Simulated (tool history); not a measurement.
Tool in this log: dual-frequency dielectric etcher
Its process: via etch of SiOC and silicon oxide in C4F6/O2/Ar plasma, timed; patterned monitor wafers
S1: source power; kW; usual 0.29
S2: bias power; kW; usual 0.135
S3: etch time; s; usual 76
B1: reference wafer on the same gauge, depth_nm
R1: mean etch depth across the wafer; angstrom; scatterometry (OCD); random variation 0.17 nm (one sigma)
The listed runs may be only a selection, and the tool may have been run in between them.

run 1 hour=0 | S1=0.29 S2=0.148 S3=76 | B1=80.3 | R1=716
run 2 hour=86.7 | S1=0.29 S2=0.148 S3=76 | B1=80.3 | R1=714
run 3 hour=184.1 | S1=0.29 S2=0.135 S3=76 | B1=80.3 | R1=697
run 4 hour=270.1 | S1=0.29 S2=0.135 S3=68.5 | B1=80.2 | R1=629
run 5 hour=372.3 | S1=0.29 S2=0.135 S3=68.5 | B1=80.3 | R1=631
run 6 hour=413.7 | S1=0.29 S2=0.135 S3=76 | B1=80.3 | R1=700
run 7 hour=477 | S1=0.24 S2=0.135 S3=76 | B1=80.3 | R1=658
run 8 hour=544.2 | S1=0.29 S2=0.135 S3=76 | B1=80.3 | R1=700
run 9 hour=651.5 | S1=0.29 S2=0.15 S3=70.5 | B1=80.4 | R1=667
-- hour=707 source power generator calibrated
-- hour=715.6 wet clean of the chamber
run 10 hour=730.1 | S1=0.33 S2=0.152 S3=76 | B1=80.4 | R1=742
run 11 hour=780.5 | S1=0.26 S2=0.135 S3=98 | B1=80.2 | R1=862
run 12 hour=829.7 | S1=0.24 S2=0.107 S3=56.5 | B1=80.4 | R1=459
run 13 hour=1035.3 | S1=0.24 S2=0.135 S3=76 | B1=80.3 | R1=656
run 14 hour=1110.5 | S1=0.29 S2=0.135 S3=76 | B1=80.3 | R1=694
run 15 hour=1210.7 | S1=0.29 S2=0.117 S3=76 | B1=80.4 | R1=670
run 16 hour=1300.9 | S1=0.29 S2=0.151 S3=98.5 | B1=80.3 | R1=925
run 17 hour=1353.9 | S1=0.29 S2=0.124 S3=57 | B1=80.3 | R1=508
run 18 hour=1429.4 | S1=0.29 S2=0.112 S3=76 | B1=80.3 | R1=663
-- hour=1468.7 wet clean of the chamber
run 19 hour=1527.5 | S1=0.27 S2=0.135 S3=76 | B1=80.3 | R1=680
run 20 hour=1569.2 | S1=0.22 S2=0.135 S3=76 | B1=80.2 | R1=643
-- hour=1619.1 gauge calibrated
-- hour=1665.9 upper electrode replaced
run 21 hour=1675.1 | S1=0.31 S2=0.118 S3=82.5 | B1=80.3 | R1=745
run 22 hour=1741.2 | S1=0.25 S2=0.144 S3=66.5 | B1=80.3 | R1=590
-- hour=1823 bias power generator calibrated
run 23 hour=1964 | S1=0.35 S2=0.158 S3=58 | B1=80.3 | R1=594
run 24 hour=2238.5 | S1=0.29 S2=0.135 S3=76 | B1=80.3 | R1=705
-- hour=2284.7 wet clean of the chamber
run 25 hour=2324.8 | S1=0.24 S2=0.115 S3=76 | B1=80.3 | R1=636
run 26 hour=2374.5 | S1=0.29 S2=0.135 S3=76 | B1=80.3 | R1=705
run 27 hour=2482 | S1=0.25 S2=0.144 S3=66.5 | B1=80.3 | R1=595
run 28 hour=2567.9 | S1=0.29 S2=0.116 S3=59.5 | B1=80.2 | R1=529
run 29 hour=2610.7 | S1=0.22 S2=0.161 S3=58 | B1=80.3 | R1=514

Some steps in R1, run to run, broken into two amounts with sign: the step expected even without the hidden condition (settings, incoming material, random variation), and the rest, left for the hidden condition together with whatever gauge scatter is not in both the measured and the hidden-condition-free result:
The tool's hidden condition here consists of: etch rate over this chamber's usual, %; source power that arrives over what is set, %; bias power that arrives over what is set, %; gauge reads high (%).
Run 9 -> 10: S1 0.29 -> 0.33, S2 0.15 -> 0.152, S3 70.5 -> 76, source power generator calibrated, wet clean of the chamber. R1 +75 angstrom: hidden state -8, all else +83.
Run 11 -> 12: S1 0.26 -> 0.24, S2 0.135 -> 0.107, S3 98 -> 56.5. R1 -403 angstrom: hidden state +4, all else -407.
Run 16 -> 17: S2 0.151 -> 0.124, S3 98.5 -> 57. R1 -417 angstrom: hidden state +2, all else -419.
Run 22 -> 23: S1 0.25 -> 0.35, S2 0.144 -> 0.158, S3 66.5 -> 58, bias power generator calibrated. R1 +4 angstrom: hidden state +7, all else -3.

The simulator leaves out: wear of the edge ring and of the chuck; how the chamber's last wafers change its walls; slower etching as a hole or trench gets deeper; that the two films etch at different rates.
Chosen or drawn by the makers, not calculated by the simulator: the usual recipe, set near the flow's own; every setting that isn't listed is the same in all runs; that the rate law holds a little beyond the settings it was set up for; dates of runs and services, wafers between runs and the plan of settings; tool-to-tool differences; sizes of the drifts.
